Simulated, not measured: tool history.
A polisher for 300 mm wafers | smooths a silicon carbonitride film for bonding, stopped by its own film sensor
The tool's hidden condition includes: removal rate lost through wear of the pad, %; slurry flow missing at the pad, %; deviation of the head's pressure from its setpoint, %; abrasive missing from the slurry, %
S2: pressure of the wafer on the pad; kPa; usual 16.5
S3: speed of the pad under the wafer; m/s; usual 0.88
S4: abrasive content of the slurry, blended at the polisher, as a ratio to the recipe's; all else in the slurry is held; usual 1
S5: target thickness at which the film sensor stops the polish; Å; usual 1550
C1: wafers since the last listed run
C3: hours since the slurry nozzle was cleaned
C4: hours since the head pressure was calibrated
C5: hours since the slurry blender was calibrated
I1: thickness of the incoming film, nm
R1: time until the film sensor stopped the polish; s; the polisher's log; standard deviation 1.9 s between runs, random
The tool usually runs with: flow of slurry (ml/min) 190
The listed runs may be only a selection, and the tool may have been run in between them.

{"run": 1, "hour": 0.0, "flow of slurry (ml/min)": 190, "S2": 16.5, "S3": 0.88, "S4": 1, "S5": 1460, "C1": 0, "wafers polished on this pad": 223, "C3": 617, "C4": 395.2, "C5": 26.6, "I1": 190.6, "R1": 140.4}
{"run": 2, "hour": 11.5, "flow of slurry (ml/min)": 190, "S2": 16.5, "S3": 0.88, "S4": 1, "S5": 1460, "C1": 74, "wafers polished on this pad": 297, "C3": 628.5, "C4": 406.7, "C5": 38.1, "I1": 189.5, "R1": 138.4}
{"hour": 36.7, "done": "worn pad replaced by a new one"}
{"run": 3, "hour": 53.2, "flow of slurry (ml/min)": 190, "S2": 16.5, "S3": 0.88, "S4": 1, "S5": 1550, "C1": 243, "wafers polished on this pad": 106, "C3": 670.2, "C4": 448.4, "C5": 79.8, "I1": 190.2, "R1": 105.5}
{"run": 4, "hour": 68.1, "flow of slurry (ml/min)": 190, "S2": 16.5, "S3": 0.88, "S4": 1, "S5": 1550, "C1": 96, "wafers polished on this pad": 202, "C3": 685.1, "C4": 463.3, "C5": 94.7, "I1": 193.8, "R1": 118.1}
{"hour": 76.4, "done": "slurry nozzle cleaned"}
{"run": 5, "hour": 81.1, "flow of slurry (ml/min)": 190, "S2": 16.5, "S3": 0.64, "S4": 1, "S5": 1550, "C1": 77, "wafers polished on this pad": 280, "C3": 4.7, "C4": 476.3, "C5": 107.7, "I1": 189.4, "R1": 135.6}
{"run": 6, "hour": 90.3, "flow of slurry (ml/min)": 190, "S2": 16.5, "S3": 0.88, "S4": 1, "S5": 1550, "C1": 59, "wafers polished on this pad": 339, "C3": 13.9, "C4": 485.5, "C5": 116.9, "I1": 188.7, "R1": 107.4}
{"run": 7, "hour": 96.7, "flow of slurry (ml/min)": 190, "S2": 16.5, "S3": 0.88, "S4": 1, "S5": 1550, "C1": 41, "wafers polished on this pad": 380, "C3": 20.3, "C4": 491.9, "C5": 123.3, "I1": 190.2, "R1": 111.3}
{"run": 8, "hour": 104.4, "flow of slurry (ml/min)": 165, "S2": 16.5, "S3": 0.96, "S4": 1, "S5": 1550, "C1": 49, "wafers polished on this pad": 430, "C3": 28, "C4": 499.6, "C5": 131, "I1": 191.1, "R1": 117.7}
{"run": 9, "hour": 113.4, "flow of slurry (ml/min)": 190, "S2": 16.5, "S3": 0.88, "S4": 1, "S5": 1600, "C1": 58, "wafers polished on this pad": 488, "C3": 37, "C4": 508.6, "C5": 140, "I1": 188.1, "R1": 94.8}
{"hour": 121.5, "done": "worn pad replaced by a new one"}
{"run": 10, "hour": 132.7, "flow of slurry (ml/min)": 190, "S2": 16.5, "S3": 0.88, "S4": 1, "S5": 1550, "C1": 98, "wafers polished on this pad": 72, "C3": 56.3, "C4": 527.9, "C5": 159.3, "I1": 188.5, "R1": 102.2}
{"hour": 141.0, "done": "slurry blender recalibrated"}
{"run": 11, "hour": 141.5, "flow of slurry (ml/min)": 190, "S2": 16.5, "S3": 0.68, "S4": 1, "S5": 1480, "C1": 43, "wafers polished on this pad": 116, "C3": 65.1, "C4": 536.7, "C5": 0.5, "I1": 190.1, "R1": 160.8}
{"hour": 143.9, "done": "head pressure recalibrated"}
{"run": 12, "hour": 158.0, "flow of slurry (ml/min)": 190, "S2": 16.5, "S3": 0.88, "S4": 1, "S5": 1640, "C1": 93, "wafers polished on this pad": 209, "C3": 81.6, "C4": 14.1, "C5": 17, "I1": 190, "R1": 82.4}
{"run": 13, "hour": 165.7, "flow of slurry (ml/min)": 190, "S2": 16.5, "S3": 0.62, "S4": 0.85, "S5": 1610, "C1": 49, "wafers polished on this pad": 259, "C3": 89.3, "C4": 21.8, "C5": 24.7, "I1": 188.3, "R1": 111.7}
{"run": 14, "hour": 174.2, "flow of slurry (ml/min)": 190, "S2": 16.5, "S3": 0.88, "S4": 1, "S5": 1550, "C1": 54, "wafers polished on this pad": 314, "C3": 97.8, "C4": 30.3, "C5": 33.2, "I1": 189.8, "R1": 114}

Estimate the outcome of run 15 from the log above:
{"run": 15, "hour": 186.4, "flow of slurry (ml/min)": 240, "S2": 14.5, "S3": 0.88, "S4": 1.2, "S5": 1460, "C1": 78, "wafers polished on this pad": 393, "C3": 110, "C4": 42.5, "C5": 45.4, "I1": 188.7, "R1": "?"}

{"run 15": {"R1": 150.9}}
Minus the tool's unlogged condition, the same run would have read R1 136.3 s.
